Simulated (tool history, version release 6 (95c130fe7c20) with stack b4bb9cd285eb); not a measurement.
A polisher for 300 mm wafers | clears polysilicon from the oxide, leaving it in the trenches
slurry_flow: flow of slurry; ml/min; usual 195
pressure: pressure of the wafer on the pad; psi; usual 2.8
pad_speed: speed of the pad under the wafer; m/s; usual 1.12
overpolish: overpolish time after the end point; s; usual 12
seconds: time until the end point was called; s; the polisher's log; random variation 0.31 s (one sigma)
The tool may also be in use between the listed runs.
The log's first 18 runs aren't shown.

run    hour  slurry_flow  pressure  pad_speed  overpolish  wafers since the last listed run  wafers polished on this pad  hours since the slurry nozzle was cleaned  hours since the head pressure was calibrated  incoming thickness of the incoming film, nm  seconds
 19   837.4          230       2.4       1.48          12                               429                          453                                      102.8                                         202.6                                        353.1     21.8
 20   861.8          140       2.8       1.32          17                               177                          631                                      127.2                                         227.0                                        348.3     22.4
 21   903.9          160       2.8       1.12          12                               306                          938                                      169.3                                         269.1                                        350.8     25.2
 22   958.8          240       3.1       0.94          17                               400                         1338                                      224.2                                         324.0                                        348.2     26.0
 23  1022.9          165       3.7       0.98           5                               467                         1805                                      288.3                                         388.1                                        349.1     21.6
     1047.9  -- worn pad replaced by a new one
 24  1080.8          195       2.8       1.12          12                               392                          239                                      346.2                                         446.0                                        348.5     25.0
 25  1131.8          130       2.8       1.12          16                               371                          611                                      397.2                                         497.0                                        352.0     25.6
 26  1185.2          195       3.8       1.12           6                               389                         1000                                      450.6                                         550.4                                        345.5     18.0
 27  1250.6          195       2.0       1.12          12                               476                         1477                                      516.0                                         615.8                                        348.3     33.3
 28  1295.5          145       2.8       1.12          12                               327                         1804                                      560.9                                         660.7                                        351.9     25.1
 29  1331.7          195       2.8       1.12          12                               263                         2068                                      597.1                                         696.9                                        348.2     23.9
     1347.7  -- worn pad replaced by a new one
 30  1402.4          165       2.8       1.02          16                               486                          398                                      667.8                                         767.6                                        347.7     26.9

Forecast each of these 5 alternatives for the next run:
  A  1402.8          195       2.8       1.44          12                                 2                          401                                      668.2                                         768.0                                        354.1        ?
  B  1402.8          260       1.9       0.82          12                                 2                          401                                      668.2                                         768.0                                        354.1        ?
  C  1402.8          195       2.8       1.12           6                                 2                          401                                      668.2                                         768.0                                        354.1        ?
  D  1402.8          195       2.8       1.48           8                                 2                          401                                      668.2                                         768.0                                        354.1        ?
  E  1402.8          140       2.8       0.82           5                                 2                          401                                      668.2                                         768.0                                        354.1        ?

run  seconds
  A     19.1
  B     47.6
  C     24.5
  D     18.5
  E     35.3
Without the tool's hidden state the same runs would have given:
run  seconds
  A     21.2
  B     53.1
  C     27.3
  D     20.7
  E     39.4
